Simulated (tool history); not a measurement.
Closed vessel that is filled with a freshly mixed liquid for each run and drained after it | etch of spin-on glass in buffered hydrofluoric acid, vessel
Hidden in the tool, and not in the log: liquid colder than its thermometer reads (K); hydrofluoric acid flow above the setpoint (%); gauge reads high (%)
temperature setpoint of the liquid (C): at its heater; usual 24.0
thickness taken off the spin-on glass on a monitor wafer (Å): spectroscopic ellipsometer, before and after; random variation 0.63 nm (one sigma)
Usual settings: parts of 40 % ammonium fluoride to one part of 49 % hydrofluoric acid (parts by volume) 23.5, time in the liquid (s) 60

run,hour,temperature setpoint of the liquid (C),parts of 40 % ammonium fluoride to one part of 49 % hydrofluoric acid (parts by volume),time in the liquid (s),wafers since the last listed run,hours since the thermometer was replaced,hours since the hydrofluoric acid flow meter was replaced,hours since the gauge calibration,"read-back film thickness of the spin-on glass reference wafer, read on the same gauge (nm)",thickness taken off the spin-on glass on a monitor wafer (Å)
1,0.0,24.0,17.5,60,0,107.3,856.0,1184.4,85.69,1577.3
2,68.0,24.0,17.5,60,8155,175.3,924.0,1252.4,85.62,1576.6
3,94.1,24.0,17.5,60,3130,201.4,950.1,1278.5,85.57,1577.0
4,128.7,24.0,23.5,60,4149,236.0,984.7,1313.1,85.55,1237.7
5,272.1,24.0,23.5,60,17197,379.4,1128.1,1456.5,85.48,1237.6
6,306.4,24.0,23.5,60,4113,413.7,1162.4,1490.8,85.45,1231.4
7,341.9,24.0,23.5,60,4257,449.2,1197.9,1526.3,85.46,1226.4
8,404.4,19.5,23.5,80,7495,511.7,1260.4,1588.8,85.40,1287.8
# hour 421.4: hydrofluoric acid flow meter replaced
9,429.9,19.0,17.0,30,2938,537.2,8.5,1614.3,85.40,609.9
# hour 451.3: gauge calibrated
10,483.0,28.5,21.0,60,6368,590.3,61.6,31.7,89.73,1795.5
11,531.0,20.5,16.5,30,5756,638.3,109.6,79.7,89.39,715.9
12,557.3,26.0,30.0,30,3154,664.6,135.9,106.0,89.23,608.0
13,620.1,20.0,27.0,85,7531,727.4,198.7,168.8,88.84,1326.5
14,671.8,24.0,23.5,60,6200,779.1,250.4,220.5,88.52,1274.3
15,725.7,19.5,23.5,60,6464,833.0,304.3,274.4,88.25,986.0
16,767.5,21.0,23.5,60,5012,874.8,346.1,316.2,88.03,1072.7
17,807.9,20.0,23.5,35,4845,915.2,386.5,356.6,87.90,591.0
18,837.1,24.0,23.5,75,3501,944.4,415.7,385.8,87.73,1586.9
19,904.3,26.5,30.0,90,8059,1011.6,482.9,453.0,87.55,1827.7
20,945.0,27.5,26.0,70,4881,1052.3,523.6,493.7,87.39,1670.9
21,1016.6,24.0,30.0,60,8586,1123.9,595.2,565.3,87.15,1069.4
# hour 1028.0: thermometer replaced
22,1070.4,22.5,30.0,30,6332,42.4,649.0,619.1,87.01,486.9
23,1119.2,24.0,28.0,60,5852,91.2,697.8,667.9,86.88,1111.9
24,1159.0,21.5,23.5,95,4773,131.0,737.6,707.7,86.81,1732.5
25,1221.9,21.0,14.0,35,7543,193.9,800.5,770.6,86.66,986.4
26,1284.3,24.0,23.5,60,7483,256.3,862.9,833.0,86.56,1256.6
27,1323.9,24.0,23.5,60,4749,295.9,902.5,872.6,86.48,1238.6
28,1360.4,24.0,30.0,30,4377,332.4,939.0,909.1,86.44,526.5
29,1391.5,26.0,27.5,45,3729,363.5,970.1,940.2,86.35,932.5
30,1444.2,21.5,17.5,75,6320,416.2,1022.8,992.9,86.33,1734.3
31,1478.0,24.0,23.5,50,4053,450.0,1056.6,1026.7,86.28,1035.9
32,1541.5,25.5,23.5,60,7615,513.5,1120.1,1090.2,86.19,1346.2

What the log doesn't show, run by run:
liquid colder than its thermometer reads (K): 0 in every run
hydrofluoric acid flow above the setpoint (%): 0 in every run
H1: gauge reads high (%)
run,H1
1,-4.81
2,-4.88
3,-4.9
4,-4.93
5,-5.03
6,-5.05
7,-5.07
8,-5.1
9,-5.12
10,-0.295
11,-0.68
12,-0.877
13,-1.31
14,-1.63
15,-1.94
16,-2.15
17,-2.35
18,-2.48
19,-2.76
20,-2.91
21,-3.15
22,-3.31
23,-3.45
24,-3.55
25,-3.69
26,-3.82
27,-3.9
28,-3.96
29,-4.01
30,-4.09
31,-4.14
32,-4.22
